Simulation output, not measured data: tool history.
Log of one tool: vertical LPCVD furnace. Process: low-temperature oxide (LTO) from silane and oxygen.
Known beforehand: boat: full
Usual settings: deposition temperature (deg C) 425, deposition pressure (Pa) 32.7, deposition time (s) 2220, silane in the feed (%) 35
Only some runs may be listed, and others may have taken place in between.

run,hour,deposition temperature (deg C),deposition pressure (Pa),deposition time (s),silane in the feed (%),wafers since the last listed run,hours since the last temperature calibration,hours since the pressure gauge was zeroed,hours since the silane flow controller was replaced,hours since the gauge calibration,"read-back reference wafer on the same gauge, thickness",film thickness on the monitor wafer in the middle of the boat (angstrom)
1,0.0,425,32.7,2220,35,0,4893.2,3025.5,3410.6,23.5,389.18,4516.9
2,11.3,425,32.7,2220,35,243,4904.5,3036.8,3421.9,34.8,389.61,4532.3
3,28.1,425,32.7,2220,30,362,4921.3,3053.6,3438.7,51.6,389.57,3689.2
4,41.4,425,32.7,2220,35,287,4934.6,3066.9,3452.0,64.9,389.93,4536.7
5,52.9,425,32.7,2220,35,248,4946.1,3078.4,3463.5,76.4,390.01,4536.9
6,66.6,425,32.7,2220,33,295,4959.8,3092.1,3477.2,90.1,390.50,4203.7
7,74.5,425,32.7,2220,33,170,4967.7,3100.0,3485.1,98.0,390.50,4212.8
# hour 99.3: silane flow controller replaced
8,122.6,425,32.7,2220,35,520,5015.8,3148.1,23.3,146.1,391.34,4535.4
9,139.0,425,32.7,2220,35,354,5032.2,3164.5,39.7,162.5,391.24,4549.0
10,149.7,425,32.7,2220,35,231,5042.9,3175.2,50.4,173.2,391.34,4554.6
11,158.6,425,32.7,2220,35,192,5051.8,3184.1,59.3,182.1,391.78,4562.6
12,168.2,425,32.7,2220,35,207,5061.4,3193.7,68.9,191.7,391.58,4568.5
13,184.0,437,38.0,2670,37,341,5077.2,3209.5,84.7,207.5,391.82,7700.7
14,190.9,416,27.3,2220,39,148,5084.1,3216.4,91.6,214.4,392.13,3969.9
15,199.6,425,40.0,2220,35,187,5092.8,3225.1,100.3,223.1,392.18,5584.4
16,208.6,425,40.0,2880,35,194,5101.8,3234.1,109.3,232.1,392.15,7260.5
# hour 231.4: gauge calibrated
# hour 245.3: thermocouples replaced and temperature profile calibrated
# hour 245.7: pressure gauge zeroed
17,246.2,437,30.0,2220,35,284,0.9,0.5,146.9,14.8,389.59,4692.6
18,250.1,425,32.7,2550,35,84,4.8,4.4,150.8,18.7,389.24,5185.2
19,254.0,421,37.3,2220,35,84,8.7,8.3,154.7,22.6,389.29,4978.7
20,295.0,425,40.0,3030,42,885,49.7,49.3,195.7,63.6,390.06,9330.8
21,309.0,425,32.7,3090,35,302,63.7,63.3,209.7,77.6,390.15,6314.8

Below are 3 alternative next runs, each starting from the tool's condition after run 21. Predict each:
A,313.0,425,32.7,2220,35,86,67.7,67.3,213.7,81.6,?,?
B,313.0,425,26.7,2220,35,86,67.7,67.3,213.7,81.6,?,?
C,313.0,425,29.3,2220,35,86,67.7,67.3,213.7,81.6,?,?

run,"read-back reference wafer on the same gauge, thickness",film thickness on the monitor wafer in the middle of the boat (angstrom)
A,390.21,4546.7
B,390.21,3711.6
C,390.21,4082.8
Take away the tool's hidden state, keep each run's random variation, and the runs would have read:
run,film thickness on the monitor wafer in the middle of the boat (angstrom)
A,4532.2
B,3699.8
C,4069.7
